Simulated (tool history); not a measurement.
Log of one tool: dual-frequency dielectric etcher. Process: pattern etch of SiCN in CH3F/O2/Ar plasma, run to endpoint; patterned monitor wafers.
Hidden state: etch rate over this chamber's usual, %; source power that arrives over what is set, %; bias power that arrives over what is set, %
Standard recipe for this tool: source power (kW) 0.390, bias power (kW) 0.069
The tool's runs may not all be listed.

| run | hour | source power (kW) | bias power (kW) | wafers since the last listed run | hours since the last wet clean | hours since the last source power generator calibration | hours since the last bias power generator calibration | hours since the last upper electrode change | incoming incoming film thickness, nm | endpoint time (s) |
|---|---|---|---|---|---|---|---|---|---|---|
| 1 | 0.0 | 0.390 | 0.069 | 0 | 181.0 | 4153.4 | 1078.7 | 3633.1 | 6.86 | 18.2 |
| 2 | 63.4 | 0.390 | 0.069 | 958 | 244.4 | 4216.8 | 1142.1 | 3696.5 | 6.76 | 18.1 |
| 3 | 131.9 | 0.390 | 0.069 | 1035 | 312.9 | 4285.3 | 1210.6 | 3765.0 | 6.76 | 17.9 |
|  | 246.1 | wet clean of the chamber |
| 4 | 246.6 | 0.390 | 0.069 | 1370 | 0.5 | 4400.0 | 1325.3 | 3879.7 | 6.78 | 18.4 |
| 5 | 277.2 | 0.390 | 0.069 | 462 | 31.1 | 4430.6 | 1355.9 | 3910.3 | 6.83 | 18.7 |
| 6 | 317.8 | 0.390 | 0.069 | 613 | 71.7 | 4471.2 | 1396.5 | 3950.9 | 6.84 | 18.6 |
| 7 | 421.7 | 0.460 | 0.069 | 1570 | 175.6 | 4575.1 | 1500.4 | 4054.8 | 6.83 | 17.3 |
| 8 | 524.9 | 0.390 | 0.069 | 1559 | 278.8 | 4678.3 | 1603.6 | 4158.0 | 6.82 | 18.0 |
|  | 581.3 | source power generator calibrated |
|  | 587.0 | upper electrode replaced |
|  | 600.7 | wet clean of the chamber |
| 9 | 601.2 | 0.390 | 0.069 | 800 | 0.5 | 19.9 | 1679.9 | 14.2 | 6.84 | 18.4 |
| 10 | 677.9 | 0.390 | 0.069 | 1159 | 77.2 | 96.6 | 1756.6 | 90.9 | 6.85 | 18.3 |
| 11 | 782.0 | 0.390 | 0.062 | 1573 | 181.3 | 200.7 | 1860.7 | 195.0 | 6.77 | 18.9 |
|  | 808.5 | bias power generator calibrated |
| 12 | 825.7 | 0.390 | 0.083 | 600 | 225.0 | 244.4 | 17.2 | 238.7 | 6.85 | 16.8 |
| 13 | 888.2 | 0.310 | 0.069 | 944 | 287.5 | 306.9 | 79.7 | 301.2 | 6.84 | 20.0 |
| 14 | 969.5 | 0.420 | 0.083 | 1228 | 368.8 | 388.2 | 161.0 | 382.5 | 6.76 | 15.9 |
|  | 1014.3 | wet clean of the chamber |
| 15 | 1021.3 | 0.310 | 0.064 | 420 | 7.0 | 440.0 | 212.8 | 434.3 | 6.83 | 21.2 |
| 16 | 1114.5 | 0.440 | 0.069 | 1408 | 100.2 | 533.2 | 306.0 | 527.5 | 6.74 | 17.3 |
| 17 | 1208.2 | 0.390 | 0.069 | 1416 | 193.9 | 626.9 | 399.7 | 621.2 | 6.78 | 18.0 |
| 18 | 1252.4 | 0.310 | 0.069 | 668 | 238.1 | 671.1 | 443.9 | 665.4 | 6.79 | 20.0 |
| 19 | 1312.8 | 0.360 | 0.069 | 912 | 298.5 | 731.5 | 504.3 | 725.8 | 6.78 | 18.5 |

3 options for the next run, each taken on its own from the tool as it stands now. Forecast them:
| A | 1313.2 | 0.390 | 0.084 | 6 | 298.9 | 731.9 | 504.7 | 726.2 | 6.74 | ? |
| B | 1313.2 | 0.340 | 0.069 | 6 | 298.9 | 731.9 | 504.7 | 726.2 | 6.74 | ? |
| C | 1313.2 | 0.300 | 0.059 | 6 | 298.9 | 731.9 | 504.7 | 726.2 | 6.74 | ? |

| run | endpoint time (s) |
|---|---|
| A | 16.6 |
| B | 19.0 |
| C | 21.3 |
With no hidden state in the tool, these same runs would have given:
| run | endpoint time (s) |
|---|---|
| A | 17.0 |
| B | 19.4 |
| C | 21.8 |
